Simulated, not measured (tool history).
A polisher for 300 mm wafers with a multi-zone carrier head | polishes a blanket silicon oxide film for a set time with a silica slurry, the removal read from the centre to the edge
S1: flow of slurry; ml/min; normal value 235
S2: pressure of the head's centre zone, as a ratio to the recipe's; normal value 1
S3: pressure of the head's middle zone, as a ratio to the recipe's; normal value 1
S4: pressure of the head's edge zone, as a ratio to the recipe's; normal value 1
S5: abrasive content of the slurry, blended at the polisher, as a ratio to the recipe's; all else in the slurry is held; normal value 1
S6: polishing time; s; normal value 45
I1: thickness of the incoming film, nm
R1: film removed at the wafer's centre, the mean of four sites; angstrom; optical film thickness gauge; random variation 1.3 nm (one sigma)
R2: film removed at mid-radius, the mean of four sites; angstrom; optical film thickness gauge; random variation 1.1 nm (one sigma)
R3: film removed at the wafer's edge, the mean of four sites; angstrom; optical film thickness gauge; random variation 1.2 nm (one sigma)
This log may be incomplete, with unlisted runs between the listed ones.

| run | hour | S1 | S2 | S3 | S4 | S5 | S6 | I1 | R1 | R2 | R3 |
|---|---|---|---|---|---|---|---|---|---|---|---|
| 1 | 0 | 260 | 1 | 0.91 | 1 | 1 | 41 | 1667.6 | 879 | 839 | 932 |
| 2 | 79 | 295 | 1 | 1 | 1 | 1 | 45 | 1665.2 | 1022 | 1012 | 1047 |
| 3 | 131.3 | 265 | 1.08 | 0.89 | 1 | 0.75 | 45 | 1666.2 | 894 | 760 | 887 |
| 4 | 195 | 185 | 0.89 | 1.08 | 1 | 1 | 53 | 1644.4 | 1026 | 1219 | 1184 |
| 5 | 261.7 | 235 | 1 | 1.11 | 1.08 | 1 | 54 | 1654.7 | 1183 | 1287 | 1267 |
| 6 | 325 | 310 | 1.06 | 1 | 1 | 0.9 | 45 | 1691 | 993 | 967 | 998 |
| 7 | 421.4 | 235 | 1 | 1 | 1 | 1 | 45 | 1689.7 | 964 | 973 | 1029 |
| 8 | 457.4 | 235 | 1 | 1 | 1.09 | 1 | 45 | 1674.5 | 991 | 987 | 1058 |
| 9 | 507.2 | 235 | 1 | 1 | 1 | 1 | 45 | 1652.4 | 957 | 973 | 1038 |
| 10 | 610.9 | 235 | 1 | 1.1 | 0.89 | 0.7 | 52 | 1689.6 | 905 | 971 | 916 |
| 11 | 681.9 | 235 | 0.94 | 0.89 | 1.1 | 1 | 61 | 1652.3 | 1275 | 1208 | 1458 |
| 12 | 753.8 | 235 | 1 | 1 | 1 | 1 | 45 | 1670.2 | 992 | 990 | 1011 |
| 13 | 793.2 | 235 | 1.11 | 1 | 1 | 1 | 45 | 1659.2 | 1070 | 986 | 1036 |
| 14 | 873.2 | 235 | 1 | 1 | 1 | 1 | 45 | 1638.8 | 978 | 963 | 1021 |
| 15 | 940.5 | 235 | 1 | 1 | 1.04 | 1 | 45 | 1655.8 | 978 | 976 | 1062 |
| 16 | 1026.7 | 235 | 1 | 1 | 1 | 1.2 | 45 | 1646.9 | 1079 | 1072 | 1121 |
| 17 | 1078.4 | 235 | 1 | 1 | 0.88 | 1.15 | 45 | 1661.6 | 1028 | 1037 | 1049 |
| 18 | 1207.5 | 195 | 0.94 | 1.1 | 1 | 1 | 45 | 1655.1 | 895 | 1041 | 1003 |
| 19 | 1274.4 | 235 | 1 | 1 | 1 | 1 | 45 | 1675.7 | 943 | 981 | 1025 |
| 20 | 1370.2 | 235 | 1 | 1 | 1 | 1 | 45 | 1655.4 | 951 | 984 | 1012 |

Removed from this log: 10 entries logged between the listed runs. Between which two listed runs does each belong, and how does the tool's hidden state at the listed run before it compare with that at the listed run after it?
After run 1, before run 2: centre zone pressure recalibrated (hour 5.2); carrier head's membrane replaced by a new one (hour 78.5)
  deviation of the centre zone's pressure from its setpoint, %: -7.74 -> -1.81
  measured result minus the result with no hidden state, R1: -52 -> -13 angstrom
After run 2, before run 3: edge zone pressure recalibrated (hour 94); worn pad replaced by a new one (hour 114.5)
  deviation of the centre zone's pressure from its setpoint, %: -1.81 -> -2.81
  measured result minus the result with no hidden state, R1: -13 -> -18 angstrom
After run 8, before run 9: slurry nozzle cleaned (hour 487.9)
  deviation of the centre zone's pressure from its setpoint, %: -5.96 -> -6.17
  measured result minus the result with no hidden state, R1: -44 -> -44 angstrom
After run 11, before run 12: centre zone pressure recalibrated (hour 687.7)
  deviation of the centre zone's pressure from its setpoint, %: -6.66 -> -2.49
  measured result minus the result with no hidden state, R1: -63 -> -18 angstrom
After run 13, before run 14: worn pad replaced by a new one (hour 866.3)
  deviation of the centre zone's pressure from its setpoint, %: -3.29 -> -4.57
  measured result minus the result with no hidden state, R1: -26 -> -33 angstrom
After run 14, before run 15: edge zone pressure recalibrated (hour 903.9)
  deviation of the centre zone's pressure from its setpoint, %: -4.57 -> -5.38
  measured result minus the result with no hidden state, R1: -33 -> -39 angstrom
After run 17, before run 18: slurry nozzle cleaned (hour 1153.2); carrier head's membrane replaced by a new one (hour 1191.8)
  deviation of the centre zone's pressure from its setpoint, %: -6.48 -> -7.09
  measured result minus the result with no hidden state, R1: -49 -> -48 angstrom
